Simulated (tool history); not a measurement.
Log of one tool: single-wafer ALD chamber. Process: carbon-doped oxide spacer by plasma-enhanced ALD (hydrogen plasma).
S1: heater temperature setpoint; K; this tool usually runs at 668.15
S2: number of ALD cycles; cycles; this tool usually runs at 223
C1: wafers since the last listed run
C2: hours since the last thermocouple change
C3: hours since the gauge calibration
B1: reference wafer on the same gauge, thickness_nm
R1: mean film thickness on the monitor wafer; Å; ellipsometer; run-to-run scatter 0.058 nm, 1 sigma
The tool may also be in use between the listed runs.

run,hour,S1,S2,C1,C2,C3,B1,R1
1,0.0,668.15,223,0,693.2,980.3,9.309,109.68
2,37.7,668.15,223,53,730.9,1018.0,9.301,109.62
3,69.1,677.15,223,44,762.3,1049.4,9.295,108.59
4,140.1,668.15,223,100,833.3,1120.4,9.308,109.18
5,207.1,668.15,223,94,900.3,1187.4,9.304,109.96
6,279.0,668.15,223,101,972.2,1259.3,9.302,109.05
# hour 330.0: thermocouple changed; heater temperature recalibrated
# hour 357.9: gauge calibrated
7,445.2,668.15,223,223,115.2,87.3,9.299,109.35
8,512.6,668.15,249,95,182.6,154.7,9.287,122.00
9,561.8,680.15,223,69,231.8,203.9,9.318,108.19
10,591.8,668.15,223,42,261.8,233.9,9.297,110.71
11,651.0,655.15,204,83,321.0,293.1,9.296,100.75
12,715.7,673.15,211,91,385.7,357.8,9.301,103.53
13,743.2,657.15,180,38,413.2,385.3,9.304,87.91
14,814.8,668.15,223,100,484.8,456.9,9.298,110.11
15,844.5,668.15,223,41,514.5,486.6,9.297,110.72
16,1047.9,677.15,266,286,717.9,690.0,9.299,130.74

Branching from run 16: 4 alternative next runs. What would each branch give?
A,1048.6,668.15,209,0,718.6,690.7,?,?
B,1048.6,682.15,197,0,718.6,690.7,?,?
C,1048.6,668.15,262,0,718.6,690.7,?,?
D,1048.6,682.15,206,0,718.6,690.7,?,?

run,B1,R1
A,9.301,103.32
B,9.301,95.25
C,9.301,129.52
D,9.301,99.60
Stripped of hidden state, with their random variation kept, the same runs would have yielded:
run,R1
A,103.32
B,95.25
C,129.52
D,99.60
